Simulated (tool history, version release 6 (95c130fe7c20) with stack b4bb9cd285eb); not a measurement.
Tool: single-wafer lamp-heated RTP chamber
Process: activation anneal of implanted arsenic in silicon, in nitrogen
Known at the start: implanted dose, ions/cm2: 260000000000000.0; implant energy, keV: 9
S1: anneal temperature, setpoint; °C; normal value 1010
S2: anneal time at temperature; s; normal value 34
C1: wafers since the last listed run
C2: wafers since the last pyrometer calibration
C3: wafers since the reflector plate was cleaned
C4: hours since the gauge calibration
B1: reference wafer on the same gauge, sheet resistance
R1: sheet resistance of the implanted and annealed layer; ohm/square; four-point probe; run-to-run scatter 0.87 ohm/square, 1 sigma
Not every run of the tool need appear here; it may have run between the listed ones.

Run 1, hour 0.0: usual settings but S1 1017 °C; C1 0; C2 2214; C3 581; C4 350.2; B1 417.78. Result: R1 376.25 ohm/square.
Run 2, hour 30.0: usual settings but S1 1017 °C; C1 487; C2 2702; C3 1068; C4 380.2; B1 418.02. Result: R1 373.01 ohm/square.
Run 3, hour 52.5: usual settings but S1 1017 °C; C1 365; C2 3068; C3 1434; C4 402.7; B1 418.33. Result: R1 375.16 ohm/square.
Run 4, hour 77.2: usual settings but S1 998 °C, S2 23 s; C1 401; C2 3469; C3 1836; C4 427.4; B1 417.75. Result: R1 386.06 ohm/square.
Run 5, hour 91.3: usual settings; C1 229; C2 3698; C3 2065; C4 441.5; B1 418.04. Result: R1 377.82 ohm/square.
Run 6, hour 114.2: usual settings; C1 372; C2 4071; C3 2437; C4 464.4; B1 418.06. Result: R1 376.89 ohm/square.
Run 7, hour 191.2: usual settings; C1 1251; C2 5323; C3 3689; C4 541.4; B1 418.37. Result: R1 374.34 ohm/square.
Run 8, hour 219.7: usual settings; C1 463; C2 5786; C3 4152; C4 569.9; B1 417.83. Result: R1 375.08 ohm/square.
Run 9, hour 241.7: usual settings; C1 357; C2 6144; C3 4510; C4 591.9; B1 417.78. Result: R1 374.82 ohm/square.
At hour 254.8: pyrometer window cleaned and pyrometer calibrated.
Run 10, hour 271.6: usual settings; C1 356; C2 273; C3 4866; C4 621.8; B1 418.17. Result: R1 379.27 ohm/square.
Run 11, hour 292.3: usual settings; C1 336; C2 609; C3 5203; C4 642.5; B1 418.37. Result: R1 378.63 ohm/square.
Run 12, hour 310.5: usual settings; C1 295; C2 905; C3 5499; C4 660.7; B1 417.83. Result: R1 377.80 ohm/square.
Run 13, hour 336.8: usual settings; C1 427; C2 1333; C3 5926; C4 687.0; B1 417.98. Result: R1 376.95 ohm/square.
Run 14, hour 358.9: usual settings; C1 359; C2 1692; C3 6285; C4 709.1; B1 417.73. Result: R1 377.27 ohm/square.
Run 15, hour 387.1: usual settings; C1 458; C2 2151; C3 6744; C4 737.3; B1 417.53. Result: R1 378.08 ohm/square.
Run 16, hour 402.8: usual settings but S1 992 °C; C1 255; C2 2406; C3 6999; C4 753.0; B1 418.13. Result: R1 385.08 ohm/square.
At hour 419.8: reflector plate cleaned.
Run 17, hour 420.3: usual settings but S1 992 °C; C1 154; C2 2560; C3 7; C4 770.5; B1 418.04. Result: R1 384.60 ohm/square.
Run 18, hour 433.5: usual settings but S1 999 °C, S2 27 s; C1 214; C2 2775; C3 222; C4 783.7; B1 418.21. Result: R1 383.94 ohm/square.
Run 19, hour 453.3: usual settings but S1 983 °C, S2 45 s; C1 321; C2 3097; C3 544; C4 803.5; B1 418.34. Result: R1 382.41 ohm/square.
Run 20, hour 480.1: usual settings; C1 435; C2 3533; C3 980; C4 830.3; B1 417.83. Result: R1 377.82 ohm/square.
Run 21, hour 495.5: usual settings but S1 1024 °C, S2 41 s; C1 250; C2 3783; C3 1230; C4 845.7; B1 417.64. Result: R1 368.61 ohm/square.
Run 22, hour 530.5: usual settings; C1 569; C2 4352; C3 1799; C4 880.7; B1 418.33. Result: R1 376.81 ohm/square.
Run 23, hour 564.0: usual settings but S1 1037 °C, S2 19 s; C1 544; C2 4897; C3 2344; C4 914.2; B1 418.03. Result: R1 373.12 ohm/square.
Run 24, hour 587.6: usual settings but S1 1039 °C, S2 14 s; C1 383; C2 5280; C3 2727; C4 937.8; B1 417.88. Result: R1 378.37 ohm/square.
Run 25, hour 613.8: usual settings; C1 425; C2 5706; C3 3153; C4 964.0; B1 417.82. Result: R1 375.26 ohm/square.
At hour 626.0: gauge calibrated.
At hour 629.9: pyrometer window cleaned and pyrometer calibrated.
Run 26, hour 630.4: usual settings but S1 989 °C, S2 25 s; C1 139; C2 7; C3 3293; C4 4.4; B1 417.80. Result: R1 388.65 ohm/square.
Run 27, hour 651.5: usual settings but S2 29 s; C1 343; C2 350; C3 3636; C4 25.5; B1 417.73. Result: R1 380.21 ohm/square.
Run 28, hour 667.4: usual settings but S1 985 °C; C1 258; C2 609; C3 3895; C4 41.4; B1 418.27. Result: R1 386.53 ohm/square.
Run 29, hour 699.0: usual settings; C1 513; C2 1122; C3 4408; C4 73.0; B1 417.99. Result: R1 377.65 ohm/square.
Run 30, hour 741.1: usual settings but S1 988 °C, S2 22 s; C1 684; C2 1807; C3 5093; C4 115.1; B1 417.86. Result: R1 390.90 ohm/square.
Run 31, hour 771.8: usual settings but S1 995 °C, S2 24 s; C1 499; C2 2306; C3 5592; C4 145.8; B1 417.97. Result: R1 387.07 ohm/square.
Run 32, hour 791.0: usual settings; C1 312; C2 2618; C3 5904; C4 165.0; B1 417.95. Result: R1 378.26 ohm/square.
Run 33, hour 815.7: usual settings but S1 1035 °C, S2 20 s; C1 401; C2 3020; C3 6306; C4 189.7; B1 417.93. Result: R1 376.54 ohm/square.
Run 34, hour 846.5: usual settings but S1 980 °C, S2 46 s; C1 500; C2 3520; C3 6806; C4 220.5; B1 417.82. Result: R1 383.62 ohm/square.
Run 35, hour 908.7: usual settings; C1 1011; C2 4532; C3 7818; C4 282.7; B1 417.96. Result: R1 377.64 ohm/square.
Run 36, hour 924.0: usual settings but S1 1020 °C; C1 248; C2 4780; C3 8066; C4 298.0; B1 418.17. Result: R1 372.24 ohm/square.
Run 37, hour 939.6: usual settings but S1 1029 °C, S2 16 s; C1 253; C2 5034; C3 8320; C4 313.6; B1 418.08. Result: R1 381.33 ohm/square.

Subtracting, for every run, the result it would have given without the tool's unlogged condition from the measured result gives the following. The same run-to-run variation enters both numbers; the gauge's scatter may not:
Hidden state present: true wafer temperature minus pyrometer reading, K; wafer temperature error from the tarnished reflector plate, K; gauge reads high (%).
run     R1
  1  -0.72
  2  -1.02
  3  -1.29
  4  -1.24
  5  -1.78
  6  -2.13
  7  -3.56
  8  -4.21
  9  -4.75
 10  -0.06
 11  -0.09
 12  -0.14
 13  -0.25
 14  -0.38
 15  -0.59
 16  -0.65
 17  -0.80
 18  -0.88
 19  -1.17
 20  -1.62
 21  -2.05
 22  -2.41
 23  -2.90
 24  -3.12
 25  -4.09
 26  -0.10
 27  -0.13
 28  -0.14
 29  -0.28
 30  -0.36
 31  -0.58
 32  -0.93
 33  -1.15
 34  -1.44
 35  -2.55
 36  -2.93
 37  -2.73
